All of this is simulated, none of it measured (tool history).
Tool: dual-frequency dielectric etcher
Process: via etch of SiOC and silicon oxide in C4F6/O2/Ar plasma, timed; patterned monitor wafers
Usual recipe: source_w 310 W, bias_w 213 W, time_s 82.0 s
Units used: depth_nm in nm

run	hour	source_w	bias_w	time_s	read-back reference wafer on the same gauge, depth_nm	depth_nm
1	0.0	260	213	82.0	95.4	81.6
2	15.2	260	213	82.0	95.4	81.4
3	21.5	310	194	95.5	95.4	94.8
4	32.8	310	194	95.5	95.4	95.1
5	45.4	370	213	67.5	95.4	74.0
6	52.6	310	213	82.0	95.4	84.8
# hour 63.1: gauge calibrated
7	66.0	310	213	82.0	95.4	85.0
8	83.4	270	213	82.0	95.4	81.6
9	95.5	310	213	82.0	95.4	84.7
10	102.9	360	242	75.5	95.4	87.1
11	109.5	310	213	82.0	95.4	85.2
# hour 115.0: source power generator calibrated
12	121.9	310	244	82.0	95.4	90.3
13	132.2	310	213	82.0	95.4	85.0
14	141.0	310	213	82.0	95.4	85.0
15	152.2	290	195	82.0	95.4	79.7
16	166.5	310	213	82.0	95.4	85.0
17	174.6	310	213	93.5	95.4	96.4
# hour 200.7: upper electrode replaced
18	201.2	260	213	82.0	95.4	80.5
19	201.6	270	213	82.0	95.4	81.6
20	231.4	310	255	82.0	95.4	92.4
# hour 256.9: bias power generator calibrated
# hour 263.0: wet clean of the chamber
21	263.5	270	185	93.0	95.4	87.5
22	263.9	310	213	82.0	95.4	86.2
23	291.6	310	194	95.5	95.4	95.7
24	308.6	370	172	90.0	95.4	89.2
25	323.3	370	190	82.0	95.4	85.2
26	335.0	310	213	82.0	95.4	85.6
27	349.4	270	255	105.5	95.4	115.2
28	364.8	380	255	89.0	95.4	107.3
29	372.0	390	199	82.0	95.4	88.6
30	380.8	310	213	93.0	95.4	97.1

Each row is a separate what-if for the run after 30, all from the same tool condition, not one after another. Results?
A	381.2	310	186	82.0	?	?
B	381.2	310	213	105.0	?	?
C	381.2	280	213	82.0	?	?
D	381.2	380	182	82.0	?	?

run	read-back reference wafer on the same gauge, depth_nm	depth_nm
A	95.4	80.2
B	95.4	109.8
C	95.4	83.4
D	95.4	84.2
With no hidden state in the tool, these same runs would have given:
run	depth_nm
A	80.7
B	110.4
C	83.9
D	84.7

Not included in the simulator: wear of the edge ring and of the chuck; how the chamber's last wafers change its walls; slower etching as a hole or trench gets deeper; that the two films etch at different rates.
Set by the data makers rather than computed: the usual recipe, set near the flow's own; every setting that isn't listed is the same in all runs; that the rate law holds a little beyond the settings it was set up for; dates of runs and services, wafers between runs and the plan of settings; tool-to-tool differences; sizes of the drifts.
